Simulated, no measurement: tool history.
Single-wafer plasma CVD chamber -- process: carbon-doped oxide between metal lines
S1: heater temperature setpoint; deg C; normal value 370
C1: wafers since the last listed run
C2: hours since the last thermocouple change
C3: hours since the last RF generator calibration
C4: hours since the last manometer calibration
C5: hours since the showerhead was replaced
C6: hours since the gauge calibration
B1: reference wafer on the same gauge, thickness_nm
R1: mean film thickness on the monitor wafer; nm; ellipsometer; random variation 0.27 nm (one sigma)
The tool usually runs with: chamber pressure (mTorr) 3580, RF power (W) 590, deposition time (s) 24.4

run 1 day=0 | S1=361 chamber_pressure_(mTorr)=3830 RF_power_(W)=590 deposition_time_(s)=24.4 | C1=0 C2=2277.5 C3=1531.4 C4=911.2 C5=3921.8 C6=420 | B1=136.005 | R1=135.083
run 2 day=0.371 | S1=361 chamber_pressure_(mTorr)=3830 RF_power_(W)=590 deposition_time_(s)=24.4 | C1=232 C2=2286.4 C3=1540.3 C4=920.1 C5=3930.7 C6=428.9 | B1=136.044 | R1=135.685
run 3 day=1.112 | S1=361 chamber_pressure_(mTorr)=3830 RF_power_(W)=590 deposition_time_(s)=24.4 | C1=465 C2=2304.2 C3=1558.1 C4=937.9 C5=3948.5 C6=446.7 | B1=135.894 | R1=135.398
run 4 day=1.621 | S1=370 chamber_pressure_(mTorr)=3580 RF_power_(W)=590 deposition_time_(s)=24.4 | C1=319 C2=2316.4 C3=1570.3 C4=950.1 C5=3960.7 C6=458.9 | B1=136.008 | R1=131.201
-- day=2.258 gauge calibrated
run 5 day=2.312 | S1=370 chamber_pressure_(mTorr)=3580 RF_power_(W)=590 deposition_time_(s)=24.4 | C1=434 C2=2333 C3=1586.9 C4=966.7 C5=3977.3 C6=1.3 | B1=135.995 | R1=130.846
run 6 day=2.567 | S1=370 chamber_pressure_(mTorr)=3580 RF_power_(W)=590 deposition_time_(s)=24.4 | C1=159 C2=2339.1 C3=1593 C4=972.8 C5=3983.4 C6=7.4 | B1=135.881 | R1=130.771
run 7 day=3.15 | S1=374 chamber_pressure_(mTorr)=3580 RF_power_(W)=590 deposition_time_(s)=24.4 | C1=366 C2=2353.1 C3=1607 C4=986.8 C5=3997.4 C6=21.4 | B1=135.945 | R1=129.366
run 8 day=3.662 | S1=374 chamber_pressure_(mTorr)=3580 RF_power_(W)=590 deposition_time_(s)=24.4 | C1=321 C2=2365.4 C3=1619.3 C4=999.1 C5=4009.7 C6=33.7 | B1=136.063 | R1=129.689
run 9 day=4.254 | S1=374 chamber_pressure_(mTorr)=3580 RF_power_(W)=590 deposition_time_(s)=24.4 | C1=370 C2=2379.6 C3=1633.5 C4=1013.3 C5=4023.9 C6=47.9 | B1=135.909 | R1=129.677
-- day=4.588 thermocouple changed; heater temperature recalibrated
run 10 day=4.721 | S1=370 chamber_pressure_(mTorr)=3580 RF_power_(W)=590 deposition_time_(s)=24.4 | C1=84 C2=3.2 C3=1644.7 C4=1024.5 C5=4035.1 C6=59.1 | B1=135.954 | R1=130.871
run 11 day=5.192 | S1=383 chamber_pressure_(mTorr)=3580 RF_power_(W)=590 deposition_time_(s)=20.2 | C1=295 C2=14.5 C3=1656 C4=1035.8 C5=4046.4 C6=70.4 | B1=136.012 | R1=105.149
-- day=5.633 showerhead replaced
run 12 day=5.771 | S1=370 chamber_pressure_(mTorr)=2720 RF_power_(W)=590 deposition_time_(s)=24.4 | C1=154 C2=28.4 C3=1669.9 C4=1049.7 C5=3.3 C6=84.3 | B1=136.094 | R1=127.883
run 13 day=6.242 | S1=370 chamber_pressure_(mTorr)=3580 RF_power_(W)=590 deposition_time_(s)=24.4 | C1=295 C2=39.7 C3=1681.2 C4=1061 C5=14.6 C6=95.6 | B1=136.068 | R1=130.678
run 14 day=6.742 | S1=370 chamber_pressure_(mTorr)=3580 RF_power_(W)=590 deposition_time_(s)=24.4 | C1=313 C2=51.7 C3=1693.2 C4=1073 C5=26.6 C6=107.6 | B1=135.938 | R1=130.852
run 15 day=7.154 | S1=370 chamber_pressure_(mTorr)=3580 RF_power_(W)=590 deposition_time_(s)=24.4 | C1=259 C2=61.6 C3=1703.1 C4=1082.9 C5=36.5 C6=117.5 | B1=136.07 | R1=130.565
run 16 day=7.888 | S1=383 chamber_pressure_(mTorr)=3580 RF_power_(W)=590 deposition_time_(s)=24.4 | C1=460 C2=79.2 C3=1720.7 C4=1100.5 C5=54.1 C6=135.1 | B1=135.908 | R1=126.609
run 17 day=8.229 | S1=370 chamber_pressure_(mTorr)=3580 RF_power_(W)=590 deposition_time_(s)=24.4 | C1=214 C2=87.4 C3=1728.9 C4=1108.7 C5=62.3 C6=143.3 | B1=136.076 | R1=130.653
run 18 day=8.967 | S1=375 chamber_pressure_(mTorr)=4450 RF_power_(W)=590 deposition_time_(s)=21.3 | C1=463 C2=105.1 C3=1746.6 C4=1126.4 C5=80 C6=161 | B1=135.953 | R1=116.079
-- day=9.333 RF generator calibrated
run 19 day=9.362 | S1=370 chamber_pressure_(mTorr)=4040 RF_power_(W)=660 deposition_time_(s)=20.6 | C1=39 C2=114.6 C3=0.7 C4=1135.9 C5=89.5 C6=170.5 | B1=136.02 | R1=123.119
-- day=10.012 capacitance manometer re-zeroed and calibrated
run 20 day=10.033 | S1=355 chamber_pressure_(mTorr)=3580 RF_power_(W)=590 deposition_time_(s)=24.4 | C1=211 C2=130.7 C3=16.8 C4=0.5 C5=105.6 C6=186.6 | B1=135.968 | R1=142.224
run 21 day=10.125 | S1=370 chamber_pressure_(mTorr)=4340 RF_power_(W)=515 deposition_time_(s)=24.4 | C1=57 C2=132.9 C3=19 C4=2.7 C5=107.8 C6=188.8 | B1=135.998 | R1=131.607
run 22 day=10.512 | S1=382 chamber_pressure_(mTorr)=2850 RF_power_(W)=560 deposition_time_(s)=22.8 | C1=243 C2=142.2 C3=28.3 C4=12 C5=117.1 C6=198.1 | B1=136.033 | R1=118.64
run 23 day=11.042 | S1=370 chamber_pressure_(mTorr)=3580 RF_power_(W)=590 deposition_time_(s)=24.4 | C1=332 C2=154.9 C3=41 C4=24.7 C5=129.8 C6=210.8 | B1=136.006 | R1=136.294
run 24 day=11.646 | S1=377 chamber_pressure_(mTorr)=3580 RF_power_(W)=660 deposition_time_(s)=25.8 | C1=379 C2=169.4 C3=55.5 C4=39.2 C5=144.3 C6=225.3 | B1=136.004 | R1=148.679
run 25 day=12.342 | S1=370 chamber_pressure_(mTorr)=3310 RF_power_(W)=590 deposition_time_(s)=28.7 | C1=436 C2=186.1 C3=72.2 C4=55.9 C5=161 C6=242 | B1=136.049 | R1=158.72
run 26 day=12.983 | S1=370 chamber_pressure_(mTorr)=3580 RF_power_(W)=590 deposition_time_(s)=24.4 | C1=402 C2=201.5 C3=87.6 C4=71.3 C5=176.4 C6=257.4 | B1=135.962 | R1=135.622
run 27 day=13.679 | S1=377 chamber_pressure_(mTorr)=3080 RF_power_(W)=590 deposition_time_(s)=22 | C1=436 C2=218.2 C3=104.3 C4=88 C5=193.1 C6=274.1 | B1=135.905 | R1=118.745
run 28 day=13.946 | S1=370 chamber_pressure_(mTorr)=3820 RF_power_(W)=590 deposition_time_(s)=24.4 | C1=167 C2=224.6 C3=110.7 C4=94.4 C5=199.5 C6=280.5 | B1=136.047 | R1=137.175

What the log doesn't show, run by run:
wafer temperature above the value expected at the setpoint (K): 0 in every run
true pressure above the setpoint (%): 0 in every run
gauge reads high (%): 0 in every run
H1: delivered RF power above the setpoint (%)
run=1 H1=-8.76
run=2 H1=-8.8
run=3 H1=-8.89
run=4 H1=-8.95
run=5 H1=-9.04
run=6 H1=-9.07
run=7 H1=-9.14
run=8 H1=-9.2
run=9 H1=-9.27
run=10 H1=-9.33
run=11 H1=-9.38
run=12 H1=-9.45
run=13 H1=-9.51
run=14 H1=-9.57
run=15 H1=-9.62
run=16 H1=-9.71
run=17 H1=-9.75
run=18 H1=-9.84
run=19 H1=-0.463
run=20 H1=-0.544
run=21 H1=-0.555
run=22 H1=-0.602
run=23 H1=-0.666
run=24 H1=-0.739
run=25 H1=-0.823
run=26 H1=-0.901
run=27 H1=-0.985
run=28 H1=-1.02
